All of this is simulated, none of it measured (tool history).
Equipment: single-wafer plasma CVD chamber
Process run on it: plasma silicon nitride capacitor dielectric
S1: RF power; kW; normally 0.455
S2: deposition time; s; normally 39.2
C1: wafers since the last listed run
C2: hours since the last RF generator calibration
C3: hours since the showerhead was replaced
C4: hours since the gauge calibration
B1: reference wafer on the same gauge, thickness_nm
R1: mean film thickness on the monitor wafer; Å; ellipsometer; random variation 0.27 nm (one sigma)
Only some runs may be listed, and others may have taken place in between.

{"run": 1, "hour": 0.0, "S1": 0.455, "S2": 39.2, "C1": 0, "C2": 1501.2, "C3": 5252, "C4": 390.4, "B1": 53.424, "R1": 562.69}
{"run": 2, "hour": 27.7, "S1": 0.455, "S2": 39.2, "C1": 614, "C2": 1528.9, "C3": 5279.7, "C4": 418.1, "B1": 53.378, "R1": 567.32}
{"run": 3, "hour": 55.0, "S1": 0.455, "S2": 39.2, "C1": 605, "C2": 1556.2, "C3": 5307, "C4": 445.4, "B1": 53.167, "R1": 558.23}
{"run": 4, "hour": 79.4, "S1": 0.39, "S2": 39.2, "C1": 541, "C2": 1580.6, "C3": 5331.4, "C4": 469.8, "B1": 53.066, "R1": 536.9}
{"run": 5, "hour": 100.0, "S1": 0.39, "S2": 39.2, "C1": 457, "C2": 1601.2, "C3": 5352, "C4": 490.4, "B1": 53.117, "R1": 533.52}
{"run": 6, "hour": 118.7, "S1": 0.455, "S2": 43.7, "C1": 414, "C2": 1619.9, "C3": 5370.7, "C4": 509.1, "B1": 52.946, "R1": 623.18}
{"run": 7, "hour": 142.5, "S1": 0.455, "S2": 41.6, "C1": 528, "C2": 1643.7, "C3": 5394.5, "C4": 532.9, "B1": 52.741, "R1": 594.88}
{"run": 8, "hour": 167.9, "S1": 0.455, "S2": 41.6, "C1": 563, "C2": 1669.1, "C3": 5419.9, "C4": 558.3, "B1": 52.675, "R1": 593.05}
{"run": 9, "hour": 198.2, "S1": 0.455, "S2": 41.6, "C1": 672, "C2": 1699.4, "C3": 5450.2, "C4": 588.6, "B1": 52.644, "R1": 586.09}
{"run": 10, "hour": 252.1, "S1": 0.455, "S2": 39.2, "C1": 1195, "C2": 1753.3, "C3": 5504.1, "C4": 642.5, "B1": 52.38, "R1": 551.6}
{"run": 11, "hour": 279.7, "S1": 0.525, "S2": 39.2, "C1": 612, "C2": 1780.9, "C3": 5531.7, "C4": 670.1, "B1": 52.254, "R1": 575.99}
{"hour": 294.3, "done": "gauge calibrated"}
{"run": 12, "hour": 313.8, "S1": 0.525, "S2": 39.2, "C1": 756, "C2": 1815, "C3": 5565.8, "C4": 19.5, "B1": 53.587, "R1": 589.13}
{"run": 13, "hour": 337.9, "S1": 0.455, "S2": 44.8, "C1": 534, "C2": 1839.1, "C3": 5589.9, "C4": 43.6, "B1": 53.676, "R1": 650.26}
{"run": 14, "hour": 350.2, "S1": 0.455, "S2": 44.8, "C1": 272, "C2": 1851.4, "C3": 5602.2, "C4": 55.9, "B1": 53.639, "R1": 650.43}
{"hour": 373.8, "done": "RF generator calibrated"}
{"run": 15, "hour": 374.3, "S1": 0.455, "S2": 44.8, "C1": 357, "C2": 0.5, "C3": 5626.3, "C4": 80, "B1": 53.721, "R1": 643.4}
{"hour": 412.5, "done": "showerhead replaced"}
{"run": 16, "hour": 413.0, "S1": 0.455, "S2": 39.2, "C1": 681, "C2": 39.2, "C3": 0.5, "C4": 118.7, "B1": 53.423, "R1": 563.68}
{"run": 17, "hour": 438.5, "S1": 0.405, "S2": 46.5, "C1": 565, "C2": 64.7, "C3": 26, "C4": 144.2, "B1": 53.501, "R1": 647.02}
{"run": 18, "hour": 457.4, "S1": 0.455, "S2": 39.2, "C1": 419, "C2": 83.6, "C3": 44.9, "C4": 163.1, "B1": 53.538, "R1": 568.88}
{"run": 19, "hour": 493.3, "S1": 0.41, "S2": 33.7, "C1": 796, "C2": 119.5, "C3": 80.8, "C4": 199, "B1": 53.426, "R1": 465.42}
{"run": 20, "hour": 512.5, "S1": 0.525, "S2": 35.7, "C1": 425, "C2": 138.7, "C3": 100, "C4": 218.2, "B1": 53.495, "R1": 538.46}
{"run": 21, "hour": 545.8, "S1": 0.455, "S2": 39.2, "C1": 738, "C2": 172, "C3": 133.3, "C4": 251.5, "B1": 53.282, "R1": 563.31}
{"run": 22, "hour": 572.7, "S1": 0.455, "S2": 39.2, "C1": 596, "C2": 198.9, "C3": 160.2, "C4": 278.4, "B1": 53.265, "R1": 563.36}
{"run": 23, "hour": 607.1, "S1": 0.455, "S2": 39.2, "C1": 763, "C2": 233.3, "C3": 194.6, "C4": 312.8, "B1": 53.235, "R1": 556.72}
{"run": 24, "hour": 640.5, "S1": 0.545, "S2": 45.6, "C1": 741, "C2": 266.7, "C3": 228, "C4": 346.2, "B1": 53.178, "R1": 696.73}
{"run": 25, "hour": 671.5, "S1": 0.41, "S2": 43.6, "C1": 687, "C2": 297.7, "C3": 259, "C4": 377.2, "B1": 53.05, "R1": 602.92}
{"run": 26, "hour": 697.6, "S1": 0.455, "S2": 39.2, "C1": 579, "C2": 323.8, "C3": 285.1, "C4": 403.3, "B1": 53.234, "R1": 562.34}
{"run": 27, "hour": 716.6, "S1": 0.455, "S2": 39.2, "C1": 421, "C2": 342.8, "C3": 304.1, "C4": 422.3, "B1": 53.134, "R1": 563.36}
{"run": 28, "hour": 736.3, "S1": 0.455, "S2": 44.7, "C1": 437, "C2": 362.5, "C3": 323.8, "C4": 442, "B1": 52.895, "R1": 637.13}
{"run": 29, "hour": 765.8, "S1": 0.455, "S2": 43.7, "C1": 654, "C2": 392, "C3": 353.3, "C4": 471.5, "B1": 52.828, "R1": 619.03}
{"run": 30, "hour": 798.4, "S1": 0.455, "S2": 31.8, "C1": 723, "C2": 424.6, "C3": 385.9, "C4": 504.1, "B1": 52.772, "R1": 454.55}
{"run": 31, "hour": 831.3, "S1": 0.455, "S2": 33.1, "C1": 729, "C2": 457.5, "C3": 418.8, "C4": 537, "B1": 52.685, "R1": 465.37}
{"run": 32, "hour": 856.9, "S1": 0.5, "S2": 34.7, "C1": 567, "C2": 483.1, "C3": 444.4, "C4": 562.6, "B1": 52.478, "R1": 503.79}
{"run": 33, "hour": 871.2, "S1": 0.405, "S2": 42.6, "C1": 317, "C2": 497.4, "C3": 458.7, "C4": 576.9, "B1": 52.543, "R1": 575.84}

Describe how what the log doesn't record of the tool's condition differs between the last listed run preceding each entry between runs and the first listed run following it.
Run 11 -> run 12: gauge calibrated (hour 294.3)
  gauge reads high (%): -2.87 -> -0.285
  the result without the hidden state subtracted from the measured one, R1: -17.04 -> -1.69 Å
Run 14 -> run 15: RF generator calibrated (hour 373.8)
  gauge reads high (%): -0.303 -> -0.325
  the result without the hidden state subtracted from the measured one, R1: -1.98 -> -2.11 Å
Run 15 -> run 16: showerhead replaced (hour 412.5)
  gauge reads high (%): -0.325 -> -0.377
  the result without the hidden state subtracted from the measured one, R1: -2.11 -> -2.13 Å

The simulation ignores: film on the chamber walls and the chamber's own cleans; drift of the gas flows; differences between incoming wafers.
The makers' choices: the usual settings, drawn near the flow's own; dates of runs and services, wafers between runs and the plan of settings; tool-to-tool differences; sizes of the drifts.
